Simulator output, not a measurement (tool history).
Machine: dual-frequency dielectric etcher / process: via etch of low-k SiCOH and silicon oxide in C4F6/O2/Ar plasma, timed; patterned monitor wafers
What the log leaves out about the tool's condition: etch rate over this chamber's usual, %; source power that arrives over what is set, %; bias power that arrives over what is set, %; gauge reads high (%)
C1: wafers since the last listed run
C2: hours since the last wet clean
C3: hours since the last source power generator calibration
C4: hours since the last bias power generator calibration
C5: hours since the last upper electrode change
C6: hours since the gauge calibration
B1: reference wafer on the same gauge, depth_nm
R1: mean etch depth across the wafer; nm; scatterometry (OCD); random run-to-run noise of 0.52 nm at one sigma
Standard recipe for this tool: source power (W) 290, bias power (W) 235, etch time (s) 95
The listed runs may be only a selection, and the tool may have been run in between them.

{"run": 1, "hour": 0.0, "source power (W)": 290, "bias power (W)": 235, "etch time (s)": 95, "C1": 0, "C2": 182.4, "C3": 3932.5, "C4": 955.8, "C5": 2029.7, "C6": 2484.3, "B1": 222.1, "R1": 261.4}
{"run": 2, "hour": 57.4, "source power (W)": 290, "bias power (W)": 235, "etch time (s)": 95, "C1": 519, "C2": 239.8, "C3": 3989.9, "C4": 1013.2, "C5": 2087.1, "C6": 2541.7, "B1": 221.9, "R1": 262.2}
{"run": 3, "hour": 151.5, "source power (W)": 290, "bias power (W)": 235, "etch time (s)": 95, "C1": 852, "C2": 333.9, "C3": 4084, "C4": 1107.3, "C5": 2181.2, "C6": 2635.8, "B1": 222.1, "R1": 262.8}
{"hour": 354.8, "done": "wet clean of the chamber"}
{"run": 4, "hour": 468.9, "source power (W)": 290, "bias power (W)": 235, "etch time (s)": 95, "C1": 2656, "C2": 114.1, "C3": 4401.4, "C4": 1424.7, "C5": 2498.6, "C6": 2953.2, "B1": 222, "R1": 262.5}
{"run": 5, "hour": 627.8, "source power (W)": 290, "bias power (W)": 235, "etch time (s)": 117, "C1": 1438, "C2": 273, "C3": 4560.3, "C4": 1583.6, "C5": 2657.5, "C6": 3112.1, "B1": 221.8, "R1": 322.7}
{"run": 6, "hour": 696.2, "source power (W)": 290, "bias power (W)": 235, "etch time (s)": 117, "C1": 619, "C2": 341.4, "C3": 4628.7, "C4": 1652, "C5": 2725.9, "C6": 3180.5, "B1": 222.1, "R1": 323}
{"run": 7, "hour": 786.3, "source power (W)": 340, "bias power (W)": 235, "etch time (s)": 95, "C1": 815, "C2": 431.5, "C3": 4718.8, "C4": 1742.1, "C5": 2816, "C6": 3270.6, "B1": 222, "R1": 277.4}
{"hour": 821.9, "done": "wet clean of the chamber"}
{"hour": 885.7, "done": "gauge calibrated"}
{"run": 8, "hour": 887.0, "source power (W)": 340, "bias power (W)": 235, "etch time (s)": 95, "C1": 694, "C2": 65.1, "C3": 4819.5, "C4": 1842.8, "C5": 2916.7, "C6": 1.3, "B1": 221.8, "R1": 277.5}
{"run": 9, "hour": 973.9, "source power (W)": 340, "bias power (W)": 235, "etch time (s)": 95, "C1": 786, "C2": 152, "C3": 4906.4, "C4": 1929.7, "C5": 3003.6, "C6": 88.2, "B1": 222, "R1": 277.8}
{"hour": 1018.3, "done": "bias power generator calibrated"}
{"run": 10, "hour": 1021.4, "source power (W)": 290, "bias power (W)": 235, "etch time (s)": 95, "C1": 393, "C2": 199.5, "C3": 4953.9, "C4": 3.1, "C5": 3051.1, "C6": 135.7, "B1": 222.1, "R1": 265.5}
{"run": 11, "hour": 1126.4, "source power (W)": 290, "bias power (W)": 235, "etch time (s)": 95, "C1": 950, "C2": 304.5, "C3": 5058.9, "C4": 108.1, "C5": 3156.1, "C6": 240.7, "B1": 222, "R1": 266.3}
{"run": 12, "hour": 1214.1, "source power (W)": 290, "bias power (W)": 235, "etch time (s)": 95, "C1": 794, "C2": 392.2, "C3": 5146.6, "C4": 195.8, "C5": 3243.8, "C6": 328.4, "B1": 222, "R1": 265.7}
{"hour": 1265.7, "done": "source power generator calibrated"}
{"run": 13, "hour": 1270.0, "source power (W)": 290, "bias power (W)": 235, "etch time (s)": 95, "C1": 469, "C2": 448.1, "C3": 4.3, "C4": 251.7, "C5": 3299.7, "C6": 384.3, "B1": 222.2, "R1": 260}
{"hour": 1297.9, "done": "upper electrode replaced"}
{"run": 14, "hour": 1329.5, "source power (W)": 290, "bias power (W)": 235, "etch time (s)": 95, "C1": 321, "C2": 507.6, "C3": 63.8, "C4": 311.2, "C5": 31.6, "C6": 443.8, "B1": 221.9, "R1": 260.1}
{"hour": 1428.9, "done": "wet clean of the chamber"}
{"run": 15, "hour": 1437.5, "source power (W)": 320, "bias power (W)": 283, "etch time (s)": 83, "C1": 760, "C2": 8.6, "C3": 171.8, "C4": 419.2, "C5": 139.6, "C6": 551.8, "B1": 222, "R1": 243.2}
{"run": 16, "hour": 1525.2, "source power (W)": 230, "bias power (W)": 261, "etch time (s)": 106.5, "C1": 794, "C2": 96.3, "C3": 259.5, "C4": 506.9, "C5": 227.3, "C6": 639.5, "B1": 221.9, "R1": 275.9}
{"run": 17, "hour": 1601.4, "source power (W)": 290, "bias power (W)": 235, "etch time (s)": 95, "C1": 690, "C2": 172.5, "C3": 335.7, "C4": 583.1, "C5": 303.5, "C6": 715.7, "B1": 222, "R1": 258.9}
{"run": 18, "hour": 1644.9, "source power (W)": 290, "bias power (W)": 176, "etch time (s)": 72.5, "C1": 393, "C2": 216, "C3": 379.2, "C4": 626.6, "C5": 347, "C6": 759.2, "B1": 222, "R1": 188}
{"run": 19, "hour": 1685.5, "source power (W)": 290, "bias power (W)": 235, "etch time (s)": 95, "C1": 367, "C2": 256.6, "C3": 419.8, "C4": 667.2, "C5": 387.6, "C6": 799.8, "B1": 221.9, "R1": 259.2}
{"run": 20, "hour": 1779.2, "source power (W)": 320, "bias power (W)": 207, "etch time (s)": 69.5, "C1": 848, "C2": 350.3, "C3": 513.5, "C4": 760.9, "C5": 481.3, "C6": 893.5, "B1": 221.9, "R1": 192.4}
{"run": 21, "hour": 1940.5, "source power (W)": 290, "bias power (W)": 269, "etch time (s)": 95, "C1": 1460, "C2": 511.6, "C3": 674.8, "C4": 922.2, "C5": 642.6, "C6": 1054.8, "B1": 221.9, "R1": 265.5}
{"run": 22, "hour": 2013.0, "source power (W)": 290, "bias power (W)": 185, "etch time (s)": 95, "C1": 656, "C2": 584.1, "C3": 747.3, "C4": 994.7, "C5": 715.1, "C6": 1127.3, "B1": 222.1, "R1": 247.5}
{"hour": 2041.5, "done": "wet clean of the chamber"}
{"run": 23, "hour": 2078.1, "source power (W)": 270, "bias power (W)": 235, "etch time (s)": 95, "C1": 372, "C2": 36.6, "C3": 812.4, "C4": 1059.8, "C5": 780.2, "C6": 1192.4, "B1": 222, "R1": 252.2}
{"run": 24, "hour": 2124.1, "source power (W)": 260, "bias power (W)": 212, "etch time (s)": 95, "C1": 416, "C2": 82.6, "C3": 858.4, "C4": 1105.8, "C5": 826.2, "C6": 1238.4, "B1": 221.8, "R1": 245.1}
{"run": 25, "hour": 2205.9, "source power (W)": 270, "bias power (W)": 205, "etch time (s)": 95, "C1": 740, "C2": 164.4, "C3": 940.2, "C4": 1187.6, "C5": 908, "C6": 1320.2, "B1": 222, "R1": 246}
{"run": 26, "hour": 2257.4, "source power (W)": 290, "bias power (W)": 235, "etch time (s)": 95, "C1": 466, "C2": 215.9, "C3": 991.7, "C4": 1239.1, "C5": 959.5, "C6": 1371.7, "B1": 221.9, "R1": 259}
{"run": 27, "hour": 2350.2, "source power (W)": 290, "bias power (W)": 264, "etch time (s)": 95, "C1": 840, "C2": 308.7, "C3": 1084.5, "C4": 1331.9, "C5": 1052.3, "C6": 1464.5, "B1": 222, "R1": 265}
{"run": 28, "hour": 2442.5, "source power (W)": 290, "bias power (W)": 235, "etch time (s)": 95, "C1": 835, "C2": 401, "C3": 1176.8, "C4": 1424.2, "C5": 1144.6, "C6": 1556.8, "B1": 221.8, "R1": 259}

Exercise: give the hidden state of the tool at every run:
etch rate over this chamber's usual, %: 0 across all the runs
gauge reads high (%): 0 across all the runs
H1: source power that arrives over what is set, %
H2: bias power that arrives over what is set, %
run=1 H1=3.56 H2=-2.69
run=2 H1=3.67 H2=-2.81
run=3 H1=3.85 H2=-3.02
run=4 H1=4.5 H2=-3.73
run=5 H1=4.85 H2=-4.09
run=6 H1=5 H2=-4.24
run=7 H1=5.2 H2=-4.44
run=8 H1=5.43 H2=-4.67
run=9 H1=5.64 H2=-4.86
run=10 H1=5.75 H2=0.179
run=11 H1=6 H2=-0.0559
run=12 H1=6.22 H2=-0.252
run=13 H1=-0.204 H2=-0.377
run=14 H1=-0.203 H2=-0.51
run=15 H1=-0.197 H2=-0.751
run=16 H1=-0.188 H2=-0.947
run=17 H1=-0.177 H2=-1.12
run=18 H1=-0.17 H2=-1.21
run=19 H1=-0.162 H2=-1.31
run=20 H1=-0.141 H2=-1.51
run=21 H1=-0.0943 H2=-1.88
run=22 H1=-0.0694 H2=-2.04
run=23 H1=-0.0449 H2=-2.18
run=24 H1=-0.0263 H2=-2.29
run=25 H1=0.00922 H2=-2.47
run=26 H1=0.0332 H2=-2.58
run=27 H1=0.0798 H2=-2.79
run=28 H1=0.13 H2=-3
